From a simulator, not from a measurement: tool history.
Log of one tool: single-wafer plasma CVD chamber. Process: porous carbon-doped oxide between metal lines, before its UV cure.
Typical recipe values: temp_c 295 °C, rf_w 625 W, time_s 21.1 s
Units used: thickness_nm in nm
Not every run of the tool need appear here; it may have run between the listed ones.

| run | day | temp_c | rf_w | time_s | read-back reference wafer on the same gauge, thickness_nm | thickness_nm |
|---|---|---|---|---|---|---|
| 1 | 0 | 295 | 625 | 21.1 | 126.139 | 139.131 |
| 2 | 2.942 | 295 | 625 | 21.1 | 125.668 | 139.205 |
|  | 5.417 | RF generator calibrated |
| 3 | 5.571 | 295 | 625 | 21.1 | 125.847 | 138.802 |
| 4 | 7.525 | 295 | 625 | 21.1 | 126.032 | 140.084 |
| 5 | 10.521 | 304 | 625 | 21.1 | 125.938 | 131.652 |
| 6 | 13.083 | 304 | 625 | 21.1 | 125.932 | 132.709 |
| 7 | 14.571 | 304 | 625 | 21.1 | 125.915 | 130.74 |
| 8 | 15.696 | 304 | 625 | 20.1 | 126.161 | 125.786 |
| 9 | 17.104 | 295 | 625 | 21.1 | 125.84 | 138.282 |
| 10 | 18.871 | 295 | 625 | 21.1 | 125.68 | 139.171 |
| 11 | 21.542 | 299 | 625 | 21.1 | 125.671 | 134.685 |
| 12 | 22.588 | 299 | 625 | 21.1 | 125.866 | 136.587 |
| 13 | 26.179 | 295 | 710 | 21.1 | 125.831 | 157.972 |
|  | 27.238 | thermocouple changed; heater temperature recalibrated |
| 14 | 28.879 | 295 | 710 | 21.1 | 126.054 | 157.453 |
|  | 29.525 | showerhead replaced |
| 15 | 30.338 | 295 | 625 | 21.1 | 125.914 | 140.046 |
| 16 | 31.8 | 303 | 550 | 22.6 | 126.037 | 123.281 |
|  | 34.062 | gauge calibrated |
| 17 | 34.479 | 295 | 625 | 21.1 | 126.019 | 138.947 |
| 18 | 35.5 | 295 | 625 | 21.1 | 125.891 | 139.755 |
| 19 | 40.267 | 281 | 535 | 19.5 | 126.173 | 121.953 |
| 20 | 41.642 | 308 | 625 | 21.1 | 125.947 | 127.294 |
|  | 47.462 | RF generator calibrated |
| 21 | 49.908 | 287 | 685 | 18.8 | 125.97 | 142.938 |
| 22 | 53.788 | 308 | 625 | 18.7 | 126.113 | 115.187 |
| 23 | 56.421 | 295 | 625 | 21.1 | 125.871 | 139.297 |
| 24 | 57.55 | 302 | 625 | 18.4 | 125.983 | 116.247 |
| 25 | 59.075 | 305 | 505 | 23.9 | 125.922 | 118.079 |
| 26 | 60.775 | 287 | 685 | 18.8 | 126.088 | 144.346 |
| 27 | 63.058 | 284 | 660 | 17.5 | 125.981 | 132.095 |
| 28 | 65.846 | 295 | 625 | 21.1 | 126.152 | 139.723 |

Here are 5 independent what-if runs from the current tool condition. What would each one return?
| A | 65.862 | 295 | 585 | 21.1 | ? | ? |
| B | 65.862 | 299 | 725 | 17.3 | ? | ? |
| C | 65.862 | 289 | 690 | 25.1 | ? | ? |
| D | 65.862 | 295 | 705 | 22.7 | ? | ? |
| E | 65.862 | 310 | 580 | 23.9 | ? | ? |

| run | read-back reference wafer on the same gauge, thickness_nm | thickness_nm |
|---|---|---|
| A | 125.992 | 130.781 |
| B | 125.992 | 128.787 |
| C | 125.992 | 188.685 |
| D | 125.992 | 167.613 |
| E | 125.992 | 132.938 |
With the hidden condition removed and each run's random variation left untouched, the same runs would have given:
| run | thickness_nm |
|---|---|
| A | 130.781 |
| B | 128.787 |
| C | 188.685 |
| D | 167.613 |
| E | 132.938 |
